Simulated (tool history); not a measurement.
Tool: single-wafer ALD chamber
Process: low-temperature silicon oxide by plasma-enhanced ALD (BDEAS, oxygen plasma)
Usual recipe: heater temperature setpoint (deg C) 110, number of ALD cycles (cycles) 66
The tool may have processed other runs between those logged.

run	day	heater temperature setpoint (deg C)	number of ALD cycles (cycles)	read-back reference wafer on the same gauge, thickness_nm	mean film thickness on the monitor wafer (Å)
1	0.000	110	66	9.088	89.08
2	2.621	110	66	9.076	88.80
3	5.454	110	66	9.069	89.32
4	6.846	110	66	9.075	89.11
# day 12.642: gauge calibrated
5	14.088	110	66	9.079	89.11
6	15.229	110	66	9.081	89.32
7	17.775	116	66	9.083	88.30
8	20.654	115	66	9.085	88.54
9	21.996	110	66	9.072	89.19
# day 23.800: thermocouple changed; heater temperature recalibrated
10	24.504	110	66	9.079	89.23
11	26.650	110	71	9.076	95.81
12	28.117	110	66	9.082	89.27
13	30.417	106	73	9.074	99.67

Run 14 is up next; what results do you expect?
14	32.017	100	71	?	?

Logged for run 14: read-back reference wafer on the same gauge, thickness_nm 9.086, mean film thickness on the monitor wafer (Å) 97.13.
On a tool with no hidden condition, and with the same random variation, this run would have come out at mean film thickness on the monitor wafer (Å) 97.13.

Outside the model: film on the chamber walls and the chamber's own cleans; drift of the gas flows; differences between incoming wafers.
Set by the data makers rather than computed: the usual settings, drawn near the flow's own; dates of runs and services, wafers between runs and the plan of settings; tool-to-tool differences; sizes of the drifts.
